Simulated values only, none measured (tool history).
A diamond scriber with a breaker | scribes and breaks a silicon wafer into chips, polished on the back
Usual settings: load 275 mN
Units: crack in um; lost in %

run     day  load  wafers since the last listed run  hours since the diamond tip was replaced  hours since the load on the tip was calibrated  incoming depth of the damage left on the back of the incoming wafer, um  crack  lost
  1   0.000   275                                 0                                     796.9                                           204.4                                                                     0.03   9.81  2.22
  2   0.288   275                                21                                     803.8                                           211.3                                                                     0.04   9.61  2.19
  3   0.625   275                                25                                     811.9                                           219.4                                                                     0.03   9.84  2.54
  4   1.071   316                                33                                     822.6                                           230.1                                                                     0.05  10.78  5.12
  5   1.354   316                                21                                     829.4                                           236.9                                                                     0.04  11.05  4.76
  6   1.617   316                                19                                     835.7                                           243.2                                                                     0.03  11.04  5.91
  7   2.325   328                                52                                     852.7                                           260.2                                                                     0.03  11.40  6.14
  8   2.642   328                                23                                     860.3                                           267.8                                                                     0.02  11.26  6.97
  9   3.112   275                                35                                     871.6                                           279.1                                                                     0.02  10.04  2.48
 10   3.412   275                                22                                     878.8                                           286.3                                                                     0.03   9.92  2.85
 11   4.100   275                                51                                     895.3                                           302.8                                                                     0.03   9.84  2.92
 12   4.546   275                                33                                     906.0                                           313.5                                                                     0.04  10.13  2.68
 13   4.904   275                                26                                     914.6                                           322.1                                                                     0.02  10.26  3.03
 14   5.412   275                                38                                     926.8                                           334.3                                                                     0.05  10.05  2.75
      6.421  -- diamond tip replaced by a new one
 15   6.600   275                                82                                       4.3                                           362.8                                                                     0.03  10.48  2.91
 16   6.908   275                                23                                      11.7                                           370.2                                                                     0.02  10.37  3.06
 17   7.362   225                                33                                      22.6                                           381.1                                                                     0.02   8.56  2.55
 18   7.883   275                                38                                      35.1                                           393.6                                                                     0.03  10.21  2.96
      8.167  -- load on the tip recalibrated
 19   8.596   352                                47                                      52.2                                            10.3                                                                     0.04  11.63  6.72
 20   9.038   196                                33                                      62.8                                            20.9                                                                     0.01   7.09  9.78
 21   9.779   324                                55                                      80.6                                            38.7                                                                     0.03  10.68  4.85
 22  10.421   275                                47                                      96.0                                            54.1                                                                     0.01   9.72  1.87
 23  11.125   249                                52                                     112.9                                            71.0                                                                     0.02   8.54  2.22
 24  11.667   327                                40                                     125.9                                            84.0                                                                     0.03  11.18  5.10
 25  12.025   330                                26                                     134.5                                            92.6                                                                     0.05  11.07  5.66
 26  12.658   231                                47                                     149.7                                           107.8                                                                     0.04   8.19  2.66
 27  13.096   333                                32                                     160.2                                           118.3                                                                     0.05  11.44  6.21
 28  13.633   275                                40                                     173.1                                           131.2                                                                     0.04   9.88  2.39
 29  14.200   347                                42                                     186.7                                           144.8                                                                     0.01  11.71  8.54
 30  14.521   275                                23                                     194.4                                           152.5                                                                     0.04  10.01  2.35
 31  15.208   299                                51                                     210.9                                           169.0                                                                     0.02  11.12  3.65
 32  15.842   344                                47                                     226.1                                           184.2                                                                     0.04  11.96  7.93
 33  16.462   306                                46                                     241.0                                           199.1                                                                     0.05  11.14  4.04
 34  16.917   318                                33                                     251.9                                           210.0                                                                     0.05  11.27  6.42
 35  17.217   302                                22                                     259.1                                           217.2                                                                     0.03  10.97  4.60
 36  17.950   217                                54                                     276.7                                           234.8                                                                     0.03   8.28  3.71
 37  18.571   275                                46                                     291.6                                           249.7                                                                     0.04   9.93  2.67

5 ways to go on from here, each from the tool as it stands after run 37. What would each give?
  A  18.596   254                                 1                                     292.2                                           250.3                                                                     0.02      ?     ?
  B  18.596   323                                 1                                     292.2                                           250.3                                                                     0.02      ?     ?
  C  18.596   250                                 1                                     292.2                                           250.3                                                                     0.02      ?     ?
  D  18.596   317                                 1                                     292.2                                           250.3                                                                     0.02      ?     ?
  E  18.596   248                                 1                                     292.2                                           250.3                                                                     0.02      ?     ?

run  crack  lost
  A   9.68  1.98
  B  11.75  6.37
  C   9.55  1.95
  D  11.58  5.79
  E   9.49  1.95
Without the tool's hidden state the same runs would have given:
run  crack  lost
  A   8.90  2.37
  B  10.81  3.60
  C   8.79  2.56
  D  10.65  3.25
  E   8.73  2.67
